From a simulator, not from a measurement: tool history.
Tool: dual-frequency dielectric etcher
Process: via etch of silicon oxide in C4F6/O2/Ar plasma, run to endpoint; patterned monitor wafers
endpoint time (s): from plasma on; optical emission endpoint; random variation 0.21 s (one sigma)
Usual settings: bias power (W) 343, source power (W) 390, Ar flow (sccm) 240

run   hour  bias power (W)  source power (W)  Ar flow (sccm)  incoming incoming film thickness, nm  endpoint time (s)
  1      0             343               390             240                                   107               29.9
  2    9.8             343               390             196                                 107.3               29.5
  3   24.6             343               390             196                                 107.8               29.7
  4   38.6             343               390             196                                 106.7               29.5
      62.8  -- wet clean of the chamber
      74.1  -- upper electrode replaced
  5   74.6             384               390             240                                 107.2               26.9
  6   74.9             384               390             240                                 107.6                 27
  7   75.3             384               390             240                                 106.9               26.8
  8   81.6             343               390             240                                 108.4                 29
  9   88.8             343               390             240                                   107               28.4
 10   97.7             289               390             240                                 107.5               31.2
 11  110.8             343               390             240                                 108.1               28.4
 12  122.8             343               390             240                                 107.9                 29
 13  131.1             267               450             278                                   108               31.1
 14  141.4             343               390             198                                 108.4               28.1
 15  154.9             285               460             240                                 108.1               29.3
 16    164             343               390             240                                 108.3               29.2
 17  173.4             376               430             256                                 108.1               26.8
 18  189.9             343               390             240                                 108.2               28.9
     211.9  -- Ar flow controller replaced
     214.4  -- bias power generator calibrated
 19  216.1             343               340             277                                 108.1               30.8
       235  -- source power generator calibrated
 20  235.5             399               420             240                                 108.4               26.4
 21  241.4             398               420             240                                 107.8               26.4
 22  252.2             405               300             201                                 106.9               28.1
 23  263.1             411               350             260                                 106.5               27.5
 24  271.2             279               390             272                                 107.3                 32
 25  282.7             405               330             240                                 105.7               27.9
 26  299.6             343               390             183                                 107.5               27.5
 27  311.7             343               390             240                                 106.6               28.6
 28    321             284               440             190                                 107.7               29.5
 29  336.2             292               320             240                                 108.1               33.9

4 ways to go on from here, each from the tool as it stands after run 29. What would each give?
  A  336.6             343               390             240                                 107.2                  ?
  B  336.6             314               390             240                                 107.2                  ?
  C  336.6             343               480             240                                 107.2                  ?
  D  336.6             301               390             240                                 107.2                  ?

run  endpoint time (s)
  A               29.1
  B               30.4
  C                 27
  D                 31
Without the tool's hidden state the same runs would have given:
run  endpoint time (s)
  A               28.5
  B               29.8
  C               26.4
  D               30.4
